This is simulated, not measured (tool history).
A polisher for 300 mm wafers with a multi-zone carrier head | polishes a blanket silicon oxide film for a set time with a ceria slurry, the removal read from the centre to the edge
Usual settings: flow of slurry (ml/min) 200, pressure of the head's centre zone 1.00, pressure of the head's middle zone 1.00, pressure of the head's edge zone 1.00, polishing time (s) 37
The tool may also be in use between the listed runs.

run,hour,flow of slurry (ml/min),pressure of the head's centre zone,pressure of the head's middle zone,pressure of the head's edge zone,polishing time (s),"incoming thickness of the incoming film, nm",film removed at the wafer's centre (angstrom),film removed at mid-radius (angstrom),film removed at the wafer's edge (angstrom)
1,0.0,200,1.00,1.00,1.00,37,945.8,1073,1076,1086
# hour 14.4: carrier head's membrane replaced by a new one
# hour 16.6: slurry nozzle cleaned
2,17.1,200,1.00,1.00,1.00,37,952.2,1133,1119,1142
# hour 24.0: worn pad replaced by a new one
3,36.8,200,1.00,1.00,1.00,37,954.8,1191,1205,1182
# hour 59.5: edge zone pressure recalibrated
4,60.0,200,1.00,1.00,1.00,28,938.8,884,890,889
5,87.5,200,1.00,1.00,1.00,28,957.8,869,859,875
6,114.0,200,1.00,1.00,1.00,37,960.4,1128,1130,1159
7,147.5,265,1.06,1.06,1.05,37,947.9,1238,1204,1176
# hour 162.2: centre zone pressure recalibrated
8,164.2,200,1.00,1.00,1.04,45,949.1,1360,1344,1397
9,193.2,140,1.00,1.00,1.00,37,962.9,1040,1044,1099
10,206.7,200,1.00,1.00,1.00,37,953.8,1101,1102,1127
# hour 232.8: worn pad replaced by a new one
11,233.7,135,0.97,1.06,1.07,37,958.5,1098,1162,1245
12,284.0,200,1.00,1.00,1.00,37,941.7,1137,1127,1142
13,316.9,240,1.00,1.00,0.89,37,952.1,1145,1123,1094
14,333.2,200,1.05,1.00,1.11,37,950.2,1169,1091,1183
15,355.3,200,1.00,1.00,1.00,37,959.8,1088,1095,1116
# hour 458.3: worn pad replaced by a new one
16,462.4,170,1.00,1.00,1.07,37,952.7,1125,1113,1176
17,482.1,200,1.11,1.00,1.00,37,971.1,1250,1126,1147
18,495.6,200,1.00,1.00,0.89,37,935.3,1105,1105,1100
19,538.5,250,0.94,1.00,1.00,37,939.8,1045,1103,1143
# hour 555.2: slurry nozzle cleaned
20,557.2,200,1.00,1.00,1.00,37,932.0,1162,1170,1144
21,607.9,200,1.00,1.00,1.00,32,950.4,994,969,987
22,620.3,200,1.00,1.05,1.00,37,943.4,1145,1192,1127
# hour 659.1: worn pad replaced by a new one
# hour 669.8: edge zone pressure recalibrated
23,684.6,200,1.00,1.00,1.00,37,939.3,1172,1173,1194

The tool's hidden state at each run:
deviation of the centre zone's pressure from its setpoint, %: 0 in every run
deviation of the edge zone's pressure from its setpoint, %: 0 in every run
H1: removal rate lost through wear of the pad, %
H2: slurry flow missing at the pad, %
run,H1,H2
1,8.98,35.2
2,9.07,9.55
3,2.21,11
4,4.34,12.7
5,6.12,14.8
6,7.3,16.8
7,8.29,19.3
8,8.64,20.5
9,9.09,22.7
10,9.24,23.7
11,0.402,25.7
12,4.98,29.4
13,6.64,31.9
14,7.23,33.1
15,7.84,34.7
16,0.668,42.7
17,2.75,44.1
18,3.88,45.2
19,6.36,48.3
20,7.05,1.51
21,8.25,5.29
22,8.43,6.21
23,4.48,11
